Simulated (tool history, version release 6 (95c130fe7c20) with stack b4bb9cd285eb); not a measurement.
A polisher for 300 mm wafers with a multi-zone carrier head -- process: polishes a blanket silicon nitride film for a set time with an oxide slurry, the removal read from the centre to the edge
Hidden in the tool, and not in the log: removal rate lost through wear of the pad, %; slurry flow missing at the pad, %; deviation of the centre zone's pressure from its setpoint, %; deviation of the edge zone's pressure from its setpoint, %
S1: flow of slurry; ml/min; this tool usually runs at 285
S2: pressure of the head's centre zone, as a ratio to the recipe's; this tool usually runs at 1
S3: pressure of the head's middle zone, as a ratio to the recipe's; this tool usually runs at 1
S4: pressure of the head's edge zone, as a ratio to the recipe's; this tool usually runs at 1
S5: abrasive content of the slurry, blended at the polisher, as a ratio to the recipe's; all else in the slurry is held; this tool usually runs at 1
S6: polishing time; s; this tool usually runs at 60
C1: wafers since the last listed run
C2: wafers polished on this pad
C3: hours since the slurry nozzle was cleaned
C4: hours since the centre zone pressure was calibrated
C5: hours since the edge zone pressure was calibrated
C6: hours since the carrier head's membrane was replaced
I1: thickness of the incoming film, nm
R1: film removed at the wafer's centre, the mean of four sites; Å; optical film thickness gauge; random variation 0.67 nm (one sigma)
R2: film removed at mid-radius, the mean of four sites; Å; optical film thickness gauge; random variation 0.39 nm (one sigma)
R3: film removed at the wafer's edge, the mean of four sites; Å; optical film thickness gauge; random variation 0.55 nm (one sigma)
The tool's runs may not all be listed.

run	hour	S1	S2	S3	S4	S5	S6	C1	C2	C3	C4	C5	C6	I1	R1	R2	R3
1	0	285	1.12	1	1.05	1	60	0	5553	0.5	74.3	442	555.7	467.2	609	555	561
2	87.6	285	1	1	1	0.8	60	723	6276	88.1	161.9	529.6	643.3	473.3	491	492	492
# hour 127.8: worn pad replaced by a new one
3	133.5	325	1	1	1	1	45	345	46	134	207.8	575.5	689.2	466.6	411	415	418
4	227.7	285	1	1.11	1	1	78	777	824	228.2	302	669.7	783.4	461.3	726	775	710
# hour 418.2: edge zone pressure recalibrated
5	506.8	285	1	1	1.08	1.25	60	2287	3111	507.3	581.1	88.6	1062.5	466.3	636	601	620
6	602.3	285	1	1	1	1	60	788	3899	602.8	676.6	184.1	1158	468.6	586	548	550
# hour 627.4: centre zone pressure recalibrated
7	664.9	285	1	1.11	1	1.2	39	500	4399	665.4	37.5	246.7	1220.6	467	384	417	382
8	772.4	285	1	1	1	1.25	60	887	5287	772.9	145	354.2	1328.1	476.1	611	607	608
# hour 803.8: slurry nozzle cleaned
# hour 813.7: worn pad replaced by a new one
9	830.1	285	1	1	1	1	60	434	135	26.3	202.7	411.9	1385.8	466.7	553	549	546
10	868.4	285	1	0.89	1	1	42	316	451	64.6	241	450.2	1424.1	472.8	390	349	379
11	915.8	285	1	1	1	1	60	391	842	112	288.4	497.6	1471.5	468.4	564	545	548
12	984.7	340	1	1.04	1	0.9	60	568	1411	180.9	357.3	566.5	1540.4	467.8	549	551	532
# hour 1056.3: carrier head's membrane replaced by a new one
13	1083	360	0.89	0.89	1	1	79	770	2181	279.2	455.6	664.8	26.7	465.6	686	666	727
14	1132.9	285	1	1	1	0.85	60	411	2593	329.1	505.5	714.7	76.6	470.5	531	510	504
15	1175.3	285	1	0.95	1	1.25	60	349	2943	371.5	547.9	757.1	119	477.4	633	580	605
# hour 1200.9: edge zone pressure recalibrated
16	1236.1	235	1	1	1	1.25	60	485	3428	432.3	608.7	35.2	179.8	467.1	631	591	580
# hour 1256.1: centre zone pressure recalibrated
17	1336.4	285	0.95	1	0.89	1	43	811	4240	532.6	80.3	135.5	280.1	468.8	381	391	377
18	1400.4	340	1	1.04	1	0.9	60	528	4768	596.6	144.3	199.5	344.1	469.5	541	543	519
# hour 1437.5: slurry nozzle cleaned
19	1437.9	285	1	1	1	1	60	301	5069	0.4	181.8	237	381.6	467.9	563	547	549
# hour 1465.7: worn pad replaced by a new one
20	1474.3	285	1	1	1	1	60	267	70	36.8	218.2	273.4	418	463.5	566	550	543

Alternative continuations, all from the tool just after run 20; predict every row:
A	1474.7	285	1	1	0.89	1	60	3	74	37.2	218.6	273.8	418.4	467.1	?	?	?
B	1474.7	285	1	1	1	1	47	3	74	37.2	218.6	273.8	418.4	467.1	?	?	?
C	1474.7	285	1	1	1	0.9	74	3	74	37.2	218.6	273.8	418.4	467.1	?	?	?
D	1474.7	240	1	1	1	1	40	3	74	37.2	218.6	273.8	418.4	467.1	?	?	?
E	1474.7	375	0.9	1.11	1	1	52	3	74	37.2	218.6	273.8	418.4	467.1	?	?	?

run	R1	R2	R3
A	570	554	517
B	446	434	428
C	669	650	641
D	372	363	359
E	456	537	481
With the hidden condition removed and each run's random variation left untouched, the same runs would have given:
run	R1	R2	R3
A	556	554	517
B	436	434	428
C	653	650	641
D	364	363	359
E	445	537	481

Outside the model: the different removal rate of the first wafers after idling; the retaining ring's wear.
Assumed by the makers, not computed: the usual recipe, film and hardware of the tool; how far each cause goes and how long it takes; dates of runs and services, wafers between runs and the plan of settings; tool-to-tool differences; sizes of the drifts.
